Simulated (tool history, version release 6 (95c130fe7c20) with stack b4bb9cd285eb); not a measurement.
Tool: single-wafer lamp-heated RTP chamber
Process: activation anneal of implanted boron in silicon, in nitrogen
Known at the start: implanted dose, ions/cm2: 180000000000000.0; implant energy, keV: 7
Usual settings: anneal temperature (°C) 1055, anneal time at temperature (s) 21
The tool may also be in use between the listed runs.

run,hour,anneal temperature (°C),anneal time at temperature (s),wafers since the last listed run,wafers since the last pyrometer calibration,wafers since the reflector plate was cleaned,hours since the gauge calibration,"read-back reference wafer on the same gauge, sheet resistance",sheet resistance of the implanted and annealed layer (ohm/square)
1,0,1075,21,0,1163,4353,1184.8,540.91,473.6
# hour 23.4: gauge calibrated
2,103.1,1075,21,2083,3246,6436,79.7,560.28,489.51
# hour 126.2: reflector plate cleaned
3,174.3,1067,21,1277,4523,971,150.9,560.08,491.05
4,247.1,1067,21,1470,5994,2442,223.7,560.33,491.33
# hour 307.9: pyrometer window cleaned and pyrometer calibrated
5,324.4,1067,21,1400,333,3843,301,559.49,490.11
6,426.5,1055,21,2063,2396,5906,403.1,558.83,493.87
7,517.1,1055,21,1830,4227,7736,493.7,557.38,490.67
# hour 549.5: reflector plate cleaned
# hour 601.3: pyrometer window cleaned and pyrometer calibrated
8,608,1055,21,1513,135,1020,584.6,556.77,489.41
9,647,1036,21,788,923,1808,623.6,555.73,493.55
10,695.4,1036,21,977,1901,2786,672,554.97,492.34
11,766.1,1036,21,1428,3330,4215,742.7,554.12,489.39
12,819.2,1055,21,1072,4403,5288,795.8,552.91,487.22
13,925.6,1055,31,2149,6552,7438,902.2,550.81,483.98
# hour 947.7: reflector plate cleaned
# hour 975.5: pyrometer window cleaned and pyrometer calibrated
14,1028.9,1032,30,1763,1078,1478,1005.5,548.58,482.71
15,1074.9,1055,30,929,2008,2408,1051.5,547.46,481.41
16,1141.2,1064,24,1339,3348,3747,1117.8,545.7,477.42
17,1198.1,1055,21,1149,4497,4897,1174.7,543.87,479.68
# hour 1293.5: pyrometer window cleaned and pyrometer calibrated
# hour 1319: gauge calibrated
# hour 1339.4: reflector plate cleaned
18,1339.9,1047,12,2541,775,10,20.9,558.73,492.04
19,1428.5,1029,33,1790,2565,1800,109.5,559.19,490.76
20,1489.6,1072,21,1234,3799,3035,170.6,559.17,490.17
21,1537.7,1055,21,971,4771,4006,218.7,558.36,490.47
22,1610.5,1055,14,1470,6242,5477,291.5,557.81,493.03
# hour 1684.6: pyrometer window cleaned and pyrometer calibrated
23,1709.7,1075,28,1842,506,7320,390.7,556.81,483.84

4 ways to go on from here, each from the tool as it stands after run 23. What would each give?
A,1710.1,1055,21,8,514,7328,391.1,?,?
B,1710.1,1067,13,8,514,7328,391.1,?,?
C,1710.1,1055,13,8,514,7328,391.1,?,?
D,1710.1,1081,14,8,514,7328,391.1,?,?

run,"read-back reference wafer on the same gauge, sheet resistance",sheet resistance of the implanted and annealed layer (ohm/square)
A,557.5,491.78
B,557.5,493.56
C,557.5,494.59
D,557.5,491.61
Without the tool's hidden state the same runs would have given:
run,sheet resistance of the implanted and annealed layer (ohm/square)
A,493.32
B,495.1
C,496.14
D,493.14
